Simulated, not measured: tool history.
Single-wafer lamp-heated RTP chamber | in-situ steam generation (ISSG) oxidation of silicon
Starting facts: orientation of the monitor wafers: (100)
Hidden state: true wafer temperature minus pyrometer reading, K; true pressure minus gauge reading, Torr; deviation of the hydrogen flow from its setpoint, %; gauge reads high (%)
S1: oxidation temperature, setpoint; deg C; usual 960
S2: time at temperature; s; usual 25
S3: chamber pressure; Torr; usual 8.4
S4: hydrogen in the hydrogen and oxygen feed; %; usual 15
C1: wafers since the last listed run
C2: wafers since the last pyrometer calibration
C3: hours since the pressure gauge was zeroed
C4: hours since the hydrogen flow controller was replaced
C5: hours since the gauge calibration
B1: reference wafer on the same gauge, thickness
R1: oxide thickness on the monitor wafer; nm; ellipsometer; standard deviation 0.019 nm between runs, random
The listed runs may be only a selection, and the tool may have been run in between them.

run 1 hour=0.0 | S1=960 S2=25 S3=9.3 S4=15 | C1=0 C2=3946 C3=4025.9 C4=3925.9 C5=1043.3 | B1=5.622 | R1=4.885
-- hour=30.5 pyrometer window cleaned and pyrometer calibrated
run 2 hour=31.0 | S1=960 S2=25 S3=8.4 S4=15 | C1=421 C2=9 C3=4056.9 C4=3956.9 C5=1074.3 | B1=5.624 | R1=4.808
run 3 hour=52.3 | S1=960 S2=25 S3=8.4 S4=15 | C1=390 C2=399 C3=4078.2 C4=3978.2 C5=1095.6 | B1=5.619 | R1=4.854
run 4 hour=73.3 | S1=960 S2=25 S3=7.3 S4=15 | C1=385 C2=785 C3=4099.2 C4=3999.2 C5=1116.6 | B1=5.623 | R1=4.887
run 5 hour=97.7 | S1=960 S2=25 S3=8.4 S4=11 | C1=447 C2=1232 C3=4123.6 C4=4023.6 C5=1141.0 | B1=5.625 | R1=4.592
run 6 hour=131.2 | S1=960 S2=25 S3=8.4 S4=11 | C1=614 C2=1847 C3=4157.1 C4=4057.1 C5=1174.5 | B1=5.620 | R1=4.643
run 7 hour=160.5 | S1=960 S2=25 S3=8.4 S4=11 | C1=537 C2=2384 C3=4186.4 C4=4086.4 C5=1203.8 | B1=5.624 | R1=4.660
run 8 hour=180.9 | S1=960 S2=25 S3=8.4 S4=15 | C1=374 C2=2758 C3=4206.8 C4=4106.8 C5=1224.2 | B1=5.623 | R1=4.947
run 9 hour=209.9 | S1=960 S2=25 S3=8.4 S4=23 | C1=531 C2=3290 C3=4235.8 C4=4135.8 C5=1253.2 | B1=5.620 | R1=5.409
run 10 hour=234.5 | S1=960 S2=25 S3=7.8 S4=11 | C1=451 C2=3741 C3=4260.4 C4=4160.4 C5=1277.8 | B1=5.619 | R1=4.634
run 11 hour=250.7 | S1=949 S2=21 S3=7.6 S4=12 | C1=297 C2=4038 C3=4276.6 C4=4176.6 C5=1294.0 | B1=5.626 | R1=4.225
-- hour=269.2 pressure gauge zeroed
-- hour=277.4 pyrometer window cleaned and pyrometer calibrated
run 12 hour=283.0 | S1=970 S2=25 S3=8.4 S4=15 | C1=298 C2=102 C3=13.8 C4=4208.9 C5=1326.3 | B1=5.619 | R1=5.021
run 13 hour=315.1 | S1=960 S2=25 S3=8.4 S4=15 | C1=588 C2=691 C3=45.9 C4=4241.0 C5=1358.4 | B1=5.619 | R1=4.858
run 14 hour=333.4 | S1=960 S2=23 S3=8.4 S4=15 | C1=335 C2=1027 C3=64.2 C4=4259.3 C5=1376.7 | B1=5.621 | R1=4.695
run 15 hour=352.5 | S1=960 S2=25 S3=8.4 S4=15 | C1=350 C2=1377 C3=83.3 C4=4278.4 C5=1395.8 | B1=5.618 | R1=4.891
-- hour=356.7 gauge calibrated
run 16 hour=376.1 | S1=949 S2=25 S3=8.0 S4=15 | C1=432 C2=1810 C3=106.9 C4=4302.0 C5=19.4 | B1=5.618 | R1=4.735
run 17 hour=395.4 | S1=966 S2=25 S3=8.4 S4=15 | C1=353 C2=2164 C3=126.2 C4=4321.3 C5=38.7 | B1=5.618 | R1=5.015
-- hour=429.8 hydrogen flow controller replaced
run 18 hour=430.3 | S1=960 S2=25 S3=8.8 S4=15 | C1=493 C2=2657 C3=161.1 C4=0.5 C5=73.6 | B1=5.620 | R1=4.934
run 19 hour=439.3 | S1=960 S2=25 S3=8.4 S4=15 | C1=165 C2=2822 C3=170.1 C4=9.5 C5=82.6 | B1=5.620 | R1=4.914
run 20 hour=468.3 | S1=950 S2=21 S3=8.4 S4=15 | C1=531 C2=3354 C3=199.1 C4=38.5 C5=111.6 | B1=5.620 | R1=4.427
run 21 hour=491.8 | S1=967 S2=35 S3=9.8 S4=15 | C1=431 C2=3785 C3=222.6 C4=62.0 C5=135.1 | B1=5.620 | R1=5.921
-- hour=511.9 pyrometer window cleaned and pyrometer calibrated
run 22 hour=527.6 | S1=968 S2=25 S3=8.4 S4=15 | C1=509 C2=287 C3=258.4 C4=97.8 C5=170.9 | B1=5.624 | R1=4.960
run 23 hour=557.5 | S1=960 S2=25 S3=8.4 S4=24 | C1=548 C2=835 C3=288.3 C4=127.7 C5=200.8 | B1=5.623 | R1=5.396
run 24 hour=574.2 | S1=960 S2=23 S3=8.4 S4=15 | C1=306 C2=1142 C3=305.0 C4=144.4 C5=217.5 | B1=5.617 | R1=4.711
run 25 hour=588.0 | S1=979 S2=25 S3=8.4 S4=15 | C1=253 C2=1395 C3=318.8 C4=158.2 C5=231.3 | B1=5.623 | R1=5.258
run 26 hour=613.4 | S1=960 S2=21 S3=8.4 S4=24 | C1=465 C2=1861 C3=344.2 C4=183.6 C5=256.7 | B1=5.622 | R1=5.062
run 27 hour=633.8 | S1=960 S2=25 S3=8.4 S4=19 | C1=374 C2=2235 C3=364.6 C4=204.0 C5=277.1 | B1=5.620 | R1=5.179
run 28 hour=648.2 | S1=960 S2=25 S3=7.8 S4=15 | C1=264 C2=2499 C3=379.0 C4=218.4 C5=291.5 | B1=5.615 | R1=4.934
run 29 hour=669.0 | S1=978 S2=25 S3=8.4 S4=15 | C1=381 C2=2880 C3=399.8 C4=239.2 C5=312.3 | B1=5.621 | R1=5.284
run 30 hour=703.6 | S1=960 S2=25 S3=8.9 S4=15 | C1=634 C2=3515 C3=434.4 C4=273.8 C5=346.9 | B1=5.617 | R1=4.953
-- hour=725.6 pyrometer window cleaned and pyrometer calibrated
run 31 hour=728.4 | S1=960 S2=25 S3=8.4 S4=15 | C1=308 C2=51 C3=459.2 C4=298.6 C5=371.7 | B1=5.622 | R1=4.843
run 32 hour=752.8 | S1=960 S2=25 S3=8.4 S4=15 | C1=447 C2=499 C3=483.6 C4=323.0 C5=396.1 | B1=5.617 | R1=4.842

3 ways to go on from here, each from the tool as it stands after run 32. What would each give?
run A hour=753.2 | S1=960 S2=25 S3=8.4 S4=15 | C1=7 C2=506 C3=484.0 C4=323.4 C5=396.5 | B1=? | R1=?
run B hour=753.2 | S1=960 S2=18 S3=7.9 S4=11 | C1=7 C2=506 C3=484.0 C4=323.4 C5=396.5 | B1=? | R1=?
run C hour=753.2 | S1=968 S2=28 S3=8.4 S4=12 | C1=7 C2=506 C3=484.0 C4=323.4 C5=396.5 | B1=? | R1=?

run=A B1=5.621 R1=4.883
run=B B1=5.621 R1=3.957
run=C B1=5.621 R1=5.063
The same runs, with their run-to-run variation unchanged, on a tool lacking any hidden condition would have given:
run=A R1=4.825
run=B R1=3.915
run=C R1=4.999
